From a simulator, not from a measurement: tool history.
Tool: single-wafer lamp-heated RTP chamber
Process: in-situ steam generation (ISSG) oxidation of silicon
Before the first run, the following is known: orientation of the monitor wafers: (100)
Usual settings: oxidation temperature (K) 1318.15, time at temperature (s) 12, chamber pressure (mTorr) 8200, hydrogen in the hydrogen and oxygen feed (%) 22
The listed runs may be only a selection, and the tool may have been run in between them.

| run | day | oxidation temperature (K) | time at temperature (s) | chamber pressure (mTorr) | hydrogen in the hydrogen and oxygen feed (%) | read-back reference wafer on the same gauge, thickness | oxide thickness on the monitor wafer (Å) |
|---|---|---|---|---|---|---|---|
| 1 | 0.000 | 1314.15 | 15 | 8200 | 22 | 4.470 | 57.81 |
| 2 | 3.154 | 1314.15 | 15 | 8200 | 22 | 4.469 | 57.87 |
| 3 | 3.929 | 1314.15 | 15 | 8200 | 22 | 4.468 | 58.13 |
| 4 | 5.258 | 1318.15 | 12 | 8200 | 22 | 4.466 | 53.26 |
| 5 | 6.108 | 1318.15 | 12 | 8200 | 22 | 4.464 | 53.07 |
| 6 | 7.500 | 1318.15 | 12 | 8200 | 22 | 4.473 | 53.18 |
| 7 | 9.092 | 1318.15 | 15 | 8200 | 22 | 4.470 | 59.39 |
|  | 10.433 | hydrogen flow controller replaced |
|  | 10.529 | pressure gauge zeroed |
| 8 | 10.550 | 1318.15 | 15 | 8200 | 22 | 4.468 | 60.04 |
| 9 | 11.342 | 1318.15 | 12 | 8200 | 22 | 4.471 | 53.66 |
| 10 | 11.938 | 1318.15 | 12 | 8200 | 22 | 4.475 | 53.43 |
|  | 12.654 | pyrometer window cleaned and pyrometer calibrated |
| 11 | 12.992 | 1301.15 | 9 | 7100 | 19 | 4.475 | 40.81 |
| 12 | 13.738 | 1318.15 | 9 | 8200 | 22 | 4.469 | 45.10 |
|  | 15.767 | gauge calibrated |
| 13 | 16.058 | 1335.15 | 11 | 6900 | 25 | 4.471 | 56.66 |
| 14 | 17.471 | 1318.15 | 12 | 8200 | 22 | 4.466 | 52.91 |
| 15 | 18.088 | 1311.15 | 12 | 9400 | 22 | 4.474 | 50.28 |
| 16 | 19.408 | 1318.15 | 12 | 8200 | 22 | 4.464 | 52.71 |
| 17 | 20.312 | 1318.15 | 12 | 8200 | 22 | 4.465 | 52.82 |
| 18 | 21.229 | 1318.15 | 12 | 7600 | 29 | 4.471 | 56.92 |
| 19 | 21.912 | 1318.15 | 12 | 8800 | 30 | 4.472 | 56.70 |

Forecast each of these 4 alternatives for the next run:
| A | 21.929 | 1318.15 | 12 | 8200 | 22 | ? | ? |
| B | 21.929 | 1325.15 | 15 | 8600 | 13 | ? | ? |
| C | 21.929 | 1318.15 | 13 | 8200 | 19 | ? | ? |
| D | 21.929 | 1318.15 | 12 | 7600 | 22 | ? | ? |

| run | read-back reference wafer on the same gauge, thickness | oxide thickness on the monitor wafer (Å) |
|---|---|---|
| A | 4.467 | 53.01 |
| B | 4.467 | 54.23 |
| C | 4.467 | 53.18 |
| D | 4.467 | 53.06 |
The same runs, with their run-to-run variation unchanged, on a tool lacking any hidden condition would have given:
| run | oxide thickness on the monitor wafer (Å) |
|---|---|
| A | 52.30 |
| B | 53.43 |
| C | 52.45 |
| D | 52.35 |

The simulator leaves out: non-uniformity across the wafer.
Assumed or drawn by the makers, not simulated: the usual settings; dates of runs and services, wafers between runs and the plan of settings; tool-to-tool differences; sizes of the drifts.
